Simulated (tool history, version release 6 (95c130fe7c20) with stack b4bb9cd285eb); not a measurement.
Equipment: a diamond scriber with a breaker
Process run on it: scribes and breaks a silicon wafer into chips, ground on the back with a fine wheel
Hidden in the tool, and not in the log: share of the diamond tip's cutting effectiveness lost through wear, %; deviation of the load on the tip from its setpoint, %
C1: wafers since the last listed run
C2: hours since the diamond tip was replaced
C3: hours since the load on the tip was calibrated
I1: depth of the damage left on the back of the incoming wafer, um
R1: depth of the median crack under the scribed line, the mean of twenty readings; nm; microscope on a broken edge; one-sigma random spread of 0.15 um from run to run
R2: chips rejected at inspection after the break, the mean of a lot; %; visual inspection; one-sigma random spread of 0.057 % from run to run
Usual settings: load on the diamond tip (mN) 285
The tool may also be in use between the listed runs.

{"run": 1, "hour": 0.0, "load on the diamond tip (mN)": 348, "C1": 0, "C2": 300.9, "C3": 1165.8, "I1": 3.0, "R1": 13030, "R2": 2.21}
{"run": 2, "hour": 24.8, "load on the diamond tip (mN)": 348, "C1": 37, "C2": 325.7, "C3": 1190.6, "I1": 2.24, "R1": 12710, "R2": 1.6}
{"run": 3, "hour": 42.8, "load on the diamond tip (mN)": 348, "C1": 26, "C2": 343.7, "C3": 1208.6, "I1": 2.32, "R1": 12380, "R2": 1.76}
{"run": 4, "hour": 76.6, "load on the diamond tip (mN)": 310, "C1": 50, "C2": 377.5, "C3": 1242.4, "I1": 2.04, "R1": 11000, "R2": 5.84}
{"run": 5, "hour": 107.0, "load on the diamond tip (mN)": 285, "C1": 45, "C2": 407.9, "C3": 1272.8, "I1": 2.1, "R1": 9750, "R2": 12.83}
{"run": 6, "hour": 140.8, "load on the diamond tip (mN)": 285, "C1": 50, "C2": 441.7, "C3": 1306.6, "I1": 1.83, "R1": 9590, "R2": 13.76}
{"run": 7, "hour": 161.2, "load on the diamond tip (mN)": 285, "C1": 30, "C2": 462.1, "C3": 1327.0, "I1": 2.55, "R1": 9580, "R2": 15.97}
{"run": 8, "hour": 182.7, "load on the diamond tip (mN)": 354, "C1": 32, "C2": 483.6, "C3": 1348.5, "I1": 2.24, "R1": 11950, "R2": 3.42}
{"run": 9, "hour": 204.4, "load on the diamond tip (mN)": 355, "C1": 32, "C2": 505.3, "C3": 1370.2, "I1": 1.61, "R1": 11640, "R2": 3.08}
{"run": 10, "hour": 218.7, "load on the diamond tip (mN)": 285, "C1": 21, "C2": 519.6, "C3": 1384.5, "I1": 2.9, "R1": 9260, "R2": 20.34}
{"run": 11, "hour": 246.9, "load on the diamond tip (mN)": 334, "C1": 42, "C2": 547.8, "C3": 1412.7, "I1": 2.68, "R1": 10640, "R2": 7.62}
{"run": 12, "hour": 282.8, "load on the diamond tip (mN)": 356, "C1": 53, "C2": 583.7, "C3": 1448.6, "I1": 1.53, "R1": 11080, "R2": 5.2}
{"hour": 286.7, "done": "load on the tip recalibrated"}
{"run": 13, "hour": 318.7, "load on the diamond tip (mN)": 347, "C1": 50, "C2": 619.6, "C3": 32.0, "I1": 2.74, "R1": 13270, "R2": 1.66}
{"hour": 331.6, "done": "diamond tip replaced by a new one"}
{"run": 14, "hour": 409.6, "load on the diamond tip (mN)": 208, "C1": 132, "C2": 78.0, "C3": 122.9, "I1": 1.67, "R1": 8640, "R2": 22.97}
{"run": 15, "hour": 436.5, "load on the diamond tip (mN)": 332, "C1": 40, "C2": 104.9, "C3": 149.8, "I1": 1.77, "R1": 14940, "R2": 2.68}

Had the tool no unlogged condition, and each run kept its random variation, what would the results have been?
run=1 R1=16480 R2=7.36
run=2 R1=16290 R2=6.92
run=3 R1=16020 R2=6.76
run=4 R1=14510 R2=2.11
run=5 R1=13080 R2=1.20
run=6 R1=13130 R2=1.05
run=7 R1=13280 R2=1.51
run=8 R1=16780 R2=8.03
run=9 R1=16570 R2=7.33
run=10 R1=13300 R2=1.90
run=11 R1=15560 R2=4.61
run=12 R1=16590 R2=7.92
run=13 R1=16230 R2=6.80
run=14 R1=8960 R2=19.87
run=15 R1=15610 R2=4.18
